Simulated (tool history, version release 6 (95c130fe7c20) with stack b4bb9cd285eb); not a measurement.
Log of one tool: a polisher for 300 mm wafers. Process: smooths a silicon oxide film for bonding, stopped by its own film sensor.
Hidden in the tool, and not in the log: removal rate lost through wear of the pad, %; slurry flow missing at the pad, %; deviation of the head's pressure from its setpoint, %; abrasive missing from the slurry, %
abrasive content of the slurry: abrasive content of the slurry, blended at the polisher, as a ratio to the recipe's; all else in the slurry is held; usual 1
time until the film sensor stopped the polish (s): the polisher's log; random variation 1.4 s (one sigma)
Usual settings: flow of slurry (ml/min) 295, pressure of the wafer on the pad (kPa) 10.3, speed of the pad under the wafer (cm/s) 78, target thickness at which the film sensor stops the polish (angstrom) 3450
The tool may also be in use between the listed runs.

| run | day | flow of slurry (ml/min) | pressure of the wafer on the pad (kPa) | speed of the pad under the wafer (cm/s) | abrasive content of the slurry | target thickness at which the film sensor stops the polish (angstrom) | wafers since the last listed run | wafers polished on this pad | hours since the slurry nozzle was cleaned | hours since the head pressure was calibrated | hours since the slurry blender was calibrated | incoming thickness of the incoming film, nm | time until the film sensor stopped the polish (s) |
|---|---|---|---|---|---|---|---|---|---|---|---|---|---|
| 1 | 0 | 295 | 10.3 | 78 | 1 | 3450 | 0 | 2273 | 515.3 | 582.4 | 161 | 382.2 | 93.8 |
|  | 1.088 | slurry nozzle cleaned |
| 2 | 2.162 | 215 | 10.3 | 78 | 1 | 3450 | 476 | 2749 | 25.8 | 634.3 | 212.9 | 380.1 | 92.2 |
| 3 | 3.304 | 215 | 10.3 | 78 | 1 | 3450 | 256 | 3006 | 53.2 | 661.7 | 240.3 | 378.5 | 88 |
|  | 5.475 | worn pad replaced by a new one |
| 4 | 5.792 | 215 | 10.3 | 78 | 1 | 3450 | 521 | 70 | 112.9 | 721.4 | 300 | 380.4 | 96.6 |
| 5 | 6.929 | 295 | 10.3 | 86 | 1 | 3450 | 255 | 326 | 140.2 | 748.7 | 327.3 | 385.9 | 99.3 |
| 6 | 8.317 | 315 | 13.1 | 78 | 1 | 3450 | 311 | 638 | 173.5 | 782 | 360.6 | 382 | 75.1 |
| 7 | 10.292 | 315 | 13.1 | 78 | 1 | 3450 | 443 | 1081 | 220.9 | 829.4 | 408 | 379.4 | 72.8 |
| 8 | 11.679 | 295 | 10.3 | 78 | 1 | 3450 | 311 | 1393 | 254.2 | 862.7 | 441.3 | 382.8 | 99.8 |
|  | 13.979 | slurry blender recalibrated |
| 9 | 14 | 295 | 10.3 | 78 | 1 | 3450 | 502 | 1896 | 309.9 | 918.4 | 0.5 | 381.9 | 92.5 |
| 10 | 16.108 | 295 | 10.3 | 78 | 1 | 3450 | 473 | 2370 | 360.5 | 969 | 51.1 | 378.7 | 83.3 |
| 11 | 17.996 | 295 | 10.3 | 78 | 0.8 | 3450 | 424 | 2794 | 405.8 | 1014.3 | 96.4 | 379.3 | 96.3 |
|  | 19.079 | worn pad replaced by a new one |
| 12 | 21.571 | 385 | 10.3 | 78 | 0.7 | 3450 | 765 | 559 | 491.6 | 1100.1 | 182.2 | 386.8 | 126.1 |
| 13 | 24.496 | 295 | 10.3 | 78 | 1 | 3450 | 657 | 1217 | 561.8 | 1170.3 | 252.4 | 377.1 | 82.4 |
| 14 | 26.254 | 295 | 13.8 | 96 | 0.8 | 3370 | 395 | 1612 | 604 | 1212.5 | 294.6 | 378.1 | 75.6 |
|  | 27.388 | slurry nozzle cleaned |
| 15 | 28.667 | 360 | 10.3 | 78 | 0.8 | 3450 | 532 | 2144 | 30.7 | 1270.4 | 352.5 | 380.3 | 102.7 |
| 16 | 30.046 | 260 | 10.3 | 78 | 1 | 3450 | 309 | 2454 | 63.8 | 1303.5 | 385.6 | 380.4 | 94.2 |
| 17 | 32.229 | 295 | 10.3 | 78 | 1.1 | 3450 | 490 | 2945 | 116.2 | 1355.9 | 438 | 381.4 | 93 |
| 18 | 33.429 | 295 | 10.3 | 78 | 1.25 | 3330 | 269 | 3215 | 145 | 1384.7 | 466.8 | 379.5 | 110.9 |
|  | 33.692 | worn pad replaced by a new one |
| 19 | 36.071 | 360 | 12.4 | 78 | 1 | 3450 | 556 | 534 | 208.4 | 1448.1 | 530.2 | 381.7 | 81.9 |
| 20 | 37.229 | 295 | 11.7 | 78 | 0.85 | 3450 | 260 | 794 | 236.2 | 1475.9 | 558 | 376.5 | 82.7 |
|  | 37.575 | slurry blender recalibrated |
| 21 | 39.996 | 340 | 13.1 | 78 | 1.15 | 3450 | 602 | 1397 | 302.6 | 1542.3 | 58.1 | 372.5 | 50.3 |
| 22 | 41.025 | 230 | 10.3 | 78 | 0.8 | 3450 | 231 | 1628 | 327.3 | 1567 | 82.8 | 378.8 | 93.8 |
| 23 | 42.838 | 295 | 10.3 | 78 | 0.9 | 3450 | 407 | 2036 | 370.8 | 1610.5 | 126.3 | 381.4 | 93.7 |
|  | 43.929 | head pressure recalibrated |
| 24 | 44.642 | 295 | 10.3 | 78 | 1.25 | 3330 | 386 | 2422 | 414.1 | 17.1 | 169.6 | 379.3 | 107.2 |
| 25 | 46.55 | 295 | 13.1 | 78 | 0.8 | 3450 | 428 | 2851 | 459.9 | 62.9 | 215.4 | 377 | 74 |
|  | 47.654 | worn pad replaced by a new one |
|  | 49.567 | slurry nozzle cleaned |
| 26 | 52.167 | 380 | 10.3 | 66 | 1.2 | 3490 | 1215 | 1004 | 62.4 | 197.7 | 350.2 | 380.6 | 88.3 |
| 27 | 54.554 | 295 | 10.3 | 52 | 1 | 3450 | 536 | 1541 | 119.7 | 255 | 407.5 | 376.9 | 116.5 |
| 28 | 55.996 | 295 | 10.3 | 78 | 1.2 | 3450 | 323 | 1865 | 154.3 | 289.6 | 442.1 | 377.6 | 81.6 |
| 29 | 57.288 | 315 | 13.1 | 78 | 1 | 3450 | 290 | 2155 | 185.3 | 320.6 | 473.1 | 375.1 | 65.8 |
|  | 58.075 | slurry blender recalibrated |
| 30 | 60.275 | 295 | 10.3 | 78 | 1 | 3450 | 652 | 2807 | 257 | 392.3 | 52.8 | 376.7 | 82.8 |

Measured less the same run without the tool's hidden state. The same run-to-run variation is in both; the gauge's scatter may not be:
| run | time until the film sensor stopped the polish (s) |
|---|---|
| 1 | +2.6 |
| 2 | +3.3 |
| 3 | +3.6 |
| 4 | +4.9 |
| 5 | +5.5 |
| 6 | +4.6 |
| 7 | +5.1 |
| 8 | +7.5 |
| 9 | +0.8 |
| 10 | +1.3 |
| 11 | +2.5 |
| 12 | +5.5 |
| 13 | +4 |
| 14 | +4.7 |
| 15 | +7.4 |
| 16 | +6.8 |
| 17 | +7.2 |
| 18 | +8.6 |
| 19 | +8.1 |
| 20 | +9.2 |
| 21 | +0.6 |
| 22 | +1.8 |
| 23 | +2.3 |
| 24 | +3 |
| 25 | +3.1 |
| 26 | +4.9 |
| 27 | +8.3 |
| 28 | +5.7 |
| 29 | +5.5 |
| 30 | +2 |
